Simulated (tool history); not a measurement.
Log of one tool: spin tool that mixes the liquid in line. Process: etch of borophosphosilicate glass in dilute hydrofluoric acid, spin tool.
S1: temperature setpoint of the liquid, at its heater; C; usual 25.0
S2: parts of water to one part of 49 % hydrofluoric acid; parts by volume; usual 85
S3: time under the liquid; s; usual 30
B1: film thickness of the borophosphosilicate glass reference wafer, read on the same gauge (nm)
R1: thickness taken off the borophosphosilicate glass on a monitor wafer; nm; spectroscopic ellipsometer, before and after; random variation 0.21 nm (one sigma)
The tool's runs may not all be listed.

Run 1, hour 0.0: usual settings; B1 59.97. Result: R1 21.55 nm.
At hour 24.2: hydrofluoric acid flow meter replaced.
Run 2, hour 70.8: usual settings; B1 60.04. Result: R1 21.15 nm.
Run 3, hour 269.2: usual settings; B1 60.02. Result: R1 21.36 nm.
Run 4, hour 327.4: usual settings; B1 59.94. Result: R1 21.14 nm.
Run 5, hour 409.6: usual settings but S3 25 s; B1 60.07. Result: R1 17.76 nm.
Run 6, hour 461.7: usual settings but S3 20 s; B1 59.98. Result: R1 14.23 nm.
At hour 698.0: thermometer replaced.
Run 7, hour 744.3: usual settings but S1 28.5 C; B1 60.04. Result: R1 23.98 nm.
Run 8, hour 794.9: usual settings; B1 60.01. Result: R1 21.13 nm.
Run 9, hour 879.7: usual settings but S1 20.5 C, S3 45 s; B1 60.05. Result: R1 26.75 nm.
Run 10, hour 937.6: usual settings; B1 59.94. Result: R1 21.58 nm.
Run 11, hour 975.4: usual settings but S1 20.5 C, S2 110 parts by volume, S3 25 s; B1 59.99. Result: R1 11.36 nm.
Run 12, hour 1081.5: usual settings; B1 59.99. Result: R1 21.43 nm.
Run 13, hour 1121.7: usual settings but S2 55 parts by volume; B1 60.02. Result: R1 35.27 nm.
Run 14, hour 1174.0: usual settings; B1 59.97. Result: R1 21.25 nm.
Run 15, hour 1210.7: usual settings but S1 29.5 C, S2 75 parts by volume, S3 15 s; B1 60.02. Result: R1 14.90 nm.
At hour 1228.9: hydrofluoric acid flow meter replaced.
Run 16, hour 1251.8: usual settings but S1 22.0 C, S2 105 parts by volume; B1 59.97. Result: R1 14.98 nm.
Run 17, hour 1306.3: usual settings but S1 23.0 C, S2 70 parts by volume, S3 20 s; B1 60.00. Result: R1 16.02 nm.
At hour 1365.9: gauge calibrated.
Run 18, hour 1408.2: usual settings but S1 27.5 C, S2 65 parts by volume, S3 20 s; B1 60.04. Result: R1 21.59 nm.
Run 19, hour 1488.8: usual settings but S1 23.0 C, S3 40 s; B1 59.95. Result: R1 26.31 nm.
At hour 1570.6: thermometer replaced.
Run 20, hour 1578.0: usual settings but S1 27.0 C; B1 60.04. Result: R1 23.00 nm.
Run 21, hour 1743.8: usual settings; B1 59.97. Result: R1 21.41 nm.
Run 22, hour 1847.7: usual settings but S3 40 s; B1 60.05. Result: R1 28.60 nm.
Run 23, hour 1945.8: usual settings but S3 50 s; B1 60.01. Result: R1 35.08 nm.
Run 24, hour 2032.6: usual settings but S1 21.5 C, S2 50 parts by volume; B1 60.02. Result: R1 32.22 nm.
Run 25, hour 2114.0: usual settings but S2 60 parts by volume, S3 20 s; B1 60.02. Result: R1 21.04 nm.
Run 26, hour 2176.0: usual settings but S1 29.5 C; B1 60.00. Result: R1 25.90 nm.
At hour 2259.9: hydrofluoric acid flow meter replaced.
Run 27, hour 2261.5: usual settings but S2 115 parts by volume, S3 45 s; B1 60.02. Result: R1 23.06 nm.
Run 28, hour 2351.3: usual settings; B1 59.97. Result: R1 21.32 nm.
At hour 2392.2: thermometer replaced.
Run 29, hour 2438.5: usual settings; B1 60.03. Result: R1 21.60 nm.
Run 30, hour 2612.0: usual settings; B1 60.00. Result: R1 21.48 nm.
Run 31, hour 2679.6: usual settings but S2 45 parts by volume, S3 35 s; B1 59.99. Result: R1 50.24 nm.
Run 32, hour 2771.6: usual settings but S1 27.5 C, S2 45 parts by volume, S3 15 s; B1 60.00. Result: R1 23.61 nm.

4 ways to go on from here, each from the tool as it stands after run 32. What would each give?
Run A, hour 2772.0: usual settings but S2 60 parts by volume; B1 ?. Result: R1 ?.
Run B, hour 2772.0: usual settings but S2 120 parts by volume; B1 ?. Result: R1 ?.
Run C, hour 2772.0: usual settings but S1 28.5 C, S2 45 parts by volume, S3 20 s; B1 ?. Result: R1 ?.
Run D, hour 2772.0: usual settings but S2 125 parts by volume; B1 ?. Result: R1 ?.

run     B1     R1
  A  60.02  31.47
  B  60.02  14.57
  C  60.02  32.89
  D  60.02  13.90
Without the tool's hidden state the same runs would have given:
run     R1
  A  31.47
  B  14.57
  C  32.89
  D  13.90
